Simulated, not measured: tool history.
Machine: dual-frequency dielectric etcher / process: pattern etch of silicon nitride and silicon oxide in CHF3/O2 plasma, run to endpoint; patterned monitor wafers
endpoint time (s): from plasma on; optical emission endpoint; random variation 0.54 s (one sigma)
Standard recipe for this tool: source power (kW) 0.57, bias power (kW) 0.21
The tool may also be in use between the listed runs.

run,hour,source power (kW),bias power (kW),"incoming incoming film thickness, nm",endpoint time (s)
1,0,0.57,0.21,276.8,173.3
2,17.8,0.57,0.21,275.2,172.1
3,30.6,0.57,0.177,272.1,187.9
4,67.3,0.57,0.177,275.7,189.4
# hour 80.5: bias power generator calibrated
# hour 102.3: wet clean of the chamber
5,102.8,0.57,0.177,273.4,197.3
6,103.2,0.57,0.21,273.1,178.9
7,103.6,0.57,0.21,276.5,182.3
# hour 111.1: source power generator calibrated
# hour 133.8: upper electrode replaced
8,134.3,0.57,0.21,274.4,179.6
9,134.7,0.53,0.21,275,186.1
10,144.3,0.66,0.245,275.1,157.5
11,154.9,0.57,0.177,276.3,199.1
12,164.6,0.57,0.21,275.4,180.7
13,172.6,0.48,0.191,271.5,198.9
14,182.1,0.61,0.252,273.8,159.2
15,191.7,0.51,0.223,274.3,181.4
16,204.5,0.46,0.189,277.3,206

How would selected steps in endpoint time (s) from run to run divide? Give the signed amount a tool lacking its hidden state would still show from settings, what came in and random variation, and the signed amount left for the hidden state, including any gauge scatter that is not in both of the compared results.
The hidden state here: etch rate over this chamber's usual, %; source power that arrives over what is set, %; bias power that arrives over what is set, %.
Run 4 -> 5: bias power generator calibrated, wet clean of the chamber. endpoint time (s) +7.9: hidden state +10.3, all else -2.4.
Run 10 -> 11: source power (kW) 0.66 -> 0.57, bias power (kW) 0.245 -> 0.177. endpoint time (s) +41.6: hidden state -0.4, all else +42.

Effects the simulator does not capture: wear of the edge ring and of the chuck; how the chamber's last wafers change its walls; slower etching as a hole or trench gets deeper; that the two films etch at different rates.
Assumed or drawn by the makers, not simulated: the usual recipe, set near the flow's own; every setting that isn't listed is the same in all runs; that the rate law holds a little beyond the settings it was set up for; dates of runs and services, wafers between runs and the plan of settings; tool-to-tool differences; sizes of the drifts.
